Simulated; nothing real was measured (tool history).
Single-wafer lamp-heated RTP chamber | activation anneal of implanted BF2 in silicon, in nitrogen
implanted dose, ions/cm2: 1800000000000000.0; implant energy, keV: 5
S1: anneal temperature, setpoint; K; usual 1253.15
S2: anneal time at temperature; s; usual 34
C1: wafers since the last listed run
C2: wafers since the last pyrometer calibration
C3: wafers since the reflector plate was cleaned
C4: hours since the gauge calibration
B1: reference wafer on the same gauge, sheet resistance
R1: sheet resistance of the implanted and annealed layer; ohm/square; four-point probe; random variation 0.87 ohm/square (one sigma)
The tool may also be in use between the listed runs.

run	day	S1	S2	C1	C2	C3	C4	B1	R1
1	0	1245.15	34	0	986	986	195.9	323.86	333.71
2	3.204	1245.15	34	663	1650	1650	272.8	323.7	334.25
3	4	1245.15	34	164	1814	1814	291.9	323.88	334.42
4	4.896	1253.15	34	185	2000	2000	313.4	323.98	295.88
5	6.254	1253.15	34	281	2281	2281	346	324	295.88
6	7.383	1253.15	39	233	2515	2515	373.1	324.47	281.37
7	8.325	1253.15	34	195	2710	2710	395.7	324.11	293.07
# day 9.321: gauge calibrated
8	9.362	1253.15	34	214	2925	2925	1	324.32	294.48
# day 9.996: pyrometer window cleaned and pyrometer calibrated
# day 10.733: reflector plate cleaned
9	10.767	1253.15	34	152	90	6	34.7	323.71	299.17
10	11.358	1253.15	34	122	212	129	48.9	324.1	298.51
11	11.946	1253.15	34	121	334	250	63	324.03	298.78
12	12.579	1253.15	34	131	465	382	78.2	324.04	299.22
13	13.346	1280.15	41	158	624	540	96.6	324.06	190.61
14	14.279	1253.15	48	193	817	734	119	323.84	263.43
15	15.542	1253.15	34	261	1079	995	149.3	324.05	298.58
16	16.771	1223.15	51	254	1333	1250	178.8	323.72	400.14
17	17.688	1238.15	26	189	1523	1439	200.8	323.43	397.49
18	18.288	1263.15	20	124	1647	1564	215.2	323.83	309.73
19	19.562	1273.15	41	264	1911	1828	245.8	323.62	207.98
20	21.05	1253.15	34	308	2219	2136	281.5	324.29	295.12
21	21.612	1253.15	34	116	2336	2252	295	324.22	296.66
22	22.925	1253.15	34	271	2608	2524	326.5	323.52	293.94
# day 23.629: pyrometer window cleaned and pyrometer calibrated
23	23.717	1240.15	20	94	17	2619	345.5	324.29	414.36
24	25.204	1279.15	50	308	325	2927	381.2	323.46	178.79

Forecast each of these 3 alternatives for the next run:
A	25.221	1253.15	34	3	329	2930	381.6	?	?
B	25.221	1231.15	34	3	329	2930	381.6	?	?
C	25.221	1269.15	34	3	329	2930	381.6	?	?

run	B1	R1
A	323.79	293.44
B	323.79	398.97
C	323.79	233.1
Without the tool's hidden state the same runs would have given:
run	R1
A	300.24
B	407.5
C	238.44
